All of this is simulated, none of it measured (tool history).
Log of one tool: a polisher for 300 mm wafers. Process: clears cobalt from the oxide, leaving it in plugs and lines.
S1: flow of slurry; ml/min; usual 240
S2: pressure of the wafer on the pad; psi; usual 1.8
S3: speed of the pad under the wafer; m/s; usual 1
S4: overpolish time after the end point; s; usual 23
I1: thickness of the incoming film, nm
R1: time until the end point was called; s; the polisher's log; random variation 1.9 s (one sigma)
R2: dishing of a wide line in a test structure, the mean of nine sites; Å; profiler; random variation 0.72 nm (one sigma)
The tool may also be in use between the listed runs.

run 1 hour=0 | S1=240 S2=1.8 S3=1 S4=23 | I1=398.3 | R1=104.9 R2=410
run 2 hour=17.9 | S1=240 S2=1.8 S3=1 S4=23 | I1=403.3 | R1=106.9 R2=412
run 3 hour=24.3 | S1=240 S2=1.8 S3=1 S4=23 | I1=407.6 | R1=109 R2=413
run 4 hour=36.3 | S1=240 S2=1.8 S3=1 S4=23 | I1=396.5 | R1=105.8 R2=397
run 5 hour=52 | S1=240 S2=1.8 S3=1 S4=23 | I1=399 | R1=106.5 R2=412
run 6 hour=59.8 | S1=240 S2=1.8 S3=1 S4=23 | I1=395.8 | R1=109.8 R2=415
run 7 hour=67.2 | S1=240 S2=1.8 S3=0.8 S4=23 | I1=404 | R1=123.7 R2=373
-- hour=71.5 head pressure recalibrated
run 8 hour=75.8 | S1=175 S2=1.3 S3=1 S4=23 | I1=397.8 | R1=152.1 R2=339
run 9 hour=91.1 | S1=240 S2=1.8 S3=1 S4=11 | I1=399.4 | R1=105.8 R2=262
run 10 hour=105.4 | S1=240 S2=1.8 S3=1 S4=17 | I1=401.2 | R1=108.8 R2=346
-- hour=115.3 slurry nozzle cleaned
-- hour=117.9 worn pad replaced by a new one
run 11 hour=118.4 | S1=240 S2=1.8 S3=1 S4=23 | I1=394.9 | R1=116.1 R2=392
run 12 hour=132.7 | S1=240 S2=1.8 S3=1 S4=23 | I1=398.7 | R1=116.5 R2=379
-- hour=144.7 worn pad replaced by a new one, repeated, since the last time left the tool worse
run 13 hour=150.7 | S1=305 S2=2.1 S3=1 S4=23 | I1=403.7 | R1=84.9 R2=444
run 14 hour=165.1 | S1=240 S2=2 S3=1 S4=16 | I1=401.6 | R1=94.3 R2=364
run 15 hour=172.5 | S1=240 S2=1.8 S3=1 S4=30 | I1=394.2 | R1=101.1 R2=461

Forecast each of these 5 alternatives for the next run:
run A hour=173 | S1=240 S2=1.8 S3=1 S4=23 | I1=404.2 | R1=? R2=?
run B hour=173 | S1=175 S2=1.4 S3=0.74 S4=13 | I1=404.2 | R1=? R2=?
run C hour=173 | S1=325 S2=1.8 S3=1 S4=23 | I1=404.2 | R1=? R2=?
run D hour=173 | S1=275 S2=1.2 S3=1.16 S4=23 | I1=404.2 | R1=? R2=?
run E hour=173 | S1=240 S2=1.8 S3=1 S4=36 | I1=404.2 | R1=? R2=?

run=A R1=104.5 R2=402
run=B R1=175.7 R2=201
run=C R1=102 R2=406
run=D R1=137.1 R2=351
run=E R1=104.5 R2=474
Without the tool's hidden state the same runs would have given:
run=A R1=101.6 R2=407
run=B R1=170.7 R2=205
run=C R1=99.1 R2=411
run=D R1=133.2 R2=356
run=E R1=101.6 R2=478

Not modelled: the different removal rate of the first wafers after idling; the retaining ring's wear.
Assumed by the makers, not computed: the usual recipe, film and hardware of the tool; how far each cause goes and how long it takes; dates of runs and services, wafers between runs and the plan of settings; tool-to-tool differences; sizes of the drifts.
